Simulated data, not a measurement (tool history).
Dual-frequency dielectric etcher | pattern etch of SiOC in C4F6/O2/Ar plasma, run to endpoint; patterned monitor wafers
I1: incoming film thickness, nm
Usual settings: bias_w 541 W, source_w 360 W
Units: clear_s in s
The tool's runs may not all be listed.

run 1 day=0 | bias_w=541 source_w=360 | I1=32.78 | clear_s=10.7
run 2 day=4 | bias_w=541 source_w=360 | I1=31.91 | clear_s=10.2
-- day=6.246 wet clean of the chamber
run 3 day=11.096 | bias_w=541 source_w=360 | I1=32.43 | clear_s=11
run 4 day=13.142 | bias_w=541 source_w=360 | I1=32.15 | clear_s=10.9
run 5 day=16.533 | bias_w=541 source_w=360 | I1=32.64 | clear_s=11
run 6 day=20.008 | bias_w=541 source_w=360 | I1=32.47 | clear_s=10.9
run 7 day=23.092 | bias_w=541 source_w=360 | I1=32.62 | clear_s=10.6
run 8 day=26.667 | bias_w=541 source_w=360 | I1=32.28 | clear_s=10.5
-- day=28.875 upper electrode replaced
run 9 day=28.896 | bias_w=541 source_w=360 | I1=32.28 | clear_s=10.5
run 10 day=31.725 | bias_w=541 source_w=360 | I1=32.27 | clear_s=10.5
-- day=33.483 wet clean of the chamber
run 11 day=36.138 | bias_w=541 source_w=360 | I1=32.33 | clear_s=10.9
run 12 day=39.35 | bias_w=541 source_w=360 | I1=32.12 | clear_s=10.9
run 13 day=40.95 | bias_w=541 source_w=360 | I1=32.07 | clear_s=10.9
run 14 day=44.621 | bias_w=541 source_w=360 | I1=32.35 | clear_s=10.7
run 15 day=47.971 | bias_w=541 source_w=360 | I1=32.28 | clear_s=10.7
run 16 day=51.204 | bias_w=495 source_w=360 | I1=32.27 | clear_s=10.9
run 17 day=53.471 | bias_w=596 source_w=400 | I1=32.44 | clear_s=10.1
-- day=59.879 wet clean of the chamber
run 18 day=63.138 | bias_w=590 source_w=360 | I1=32.37 | clear_s=10.7
run 19 day=67.25 | bias_w=464 source_w=330 | I1=32.28 | clear_s=11.3
-- day=70.833 bias power generator calibrated
run 20 day=71.367 | bias_w=541 source_w=360 | I1=32.62 | clear_s=10.9
-- day=73.921 source power generator calibrated
run 21 day=74.192 | bias_w=541 source_w=360 | I1=32.83 | clear_s=10.9
run 22 day=78.262 | bias_w=597 source_w=300 | I1=32.36 | clear_s=10.9
run 23 day=81.05 | bias_w=596 source_w=280 | I1=32.25 | clear_s=11.1
run 24 day=83.083 | bias_w=575 source_w=330 | I1=32.14 | clear_s=10.7
-- day=86.867 wet clean of the chamber
run 25 day=86.888 | bias_w=435 source_w=420 | I1=32.39 | clear_s=10.9
run 26 day=88.688 | bias_w=643 source_w=360 | I1=32.32 | clear_s=10.6
run 27 day=92.658 | bias_w=666 source_w=360 | I1=32.41 | clear_s=10.6
run 28 day=95.854 | bias_w=541 source_w=360 | I1=31.97 | clear_s=10.8
run 29 day=98.912 | bias_w=660 source_w=320 | I1=32.46 | clear_s=10.6
run 30 day=102.742 | bias_w=541 source_w=360 | I1=32.33 | clear_s=10.6
run 31 day=104.946 | bias_w=630 source_w=450 | I1=32.41 | clear_s=9.7
run 32 day=107.154 | bias_w=541 source_w=360 | I1=32.02 | clear_s=10.6
run 33 day=109.162 | bias_w=579 source_w=410 | I1=32.12 | clear_s=10.1
-- day=113.292 wet clean of the chamber
run 34 day=113.312 | bias_w=417 source_w=390 | I1=32.55 | clear_s=11.4
run 35 day=115.354 | bias_w=479 source_w=360 | I1=32.42 | clear_s=11.2
run 36 day=124.604 | bias_w=541 source_w=310 | I1=32.4 | clear_s=11.3

Hidden state or all else? Some run-to-run changes of clear_s, split into what the settings, what came in and random variation would give without the hidden state, and what is left for the hidden state (with any gauge scatter that isn't in both results):
The hidden state here: etch rate over this chamber's usual, %; bias power that arrives over what is set, %; source power that arrives over what is set, %.
Run 2 -> 3: wet clean of the chamber. clear_s +0.8 s: hidden state +0.5, all else +0.3.
Run 10 -> 11: wet clean of the chamber. clear_s +0.4 s: hidden state +0.5, all else -0.1.
Run 24 -> 25: bias_w 575 -> 435, source_w 330 -> 420, wet clean of the chamber. clear_s +0.2 s: hidden state +0.5, all else -0.3.
Run 30 -> 31: bias_w 541 -> 630, source_w 360 -> 450. clear_s -0.9 s: hidden state +0, all else -0.9.
Run 31 -> 32: bias_w 630 -> 541, source_w 450 -> 360. clear_s +0.9 s: hidden state +0, all else +0.9.
Run 33 -> 34: bias_w 579 -> 417, source_w 410 -> 390, wet clean of the chamber. clear_s +1.3 s: hidden state +0.4, all else +0.9.

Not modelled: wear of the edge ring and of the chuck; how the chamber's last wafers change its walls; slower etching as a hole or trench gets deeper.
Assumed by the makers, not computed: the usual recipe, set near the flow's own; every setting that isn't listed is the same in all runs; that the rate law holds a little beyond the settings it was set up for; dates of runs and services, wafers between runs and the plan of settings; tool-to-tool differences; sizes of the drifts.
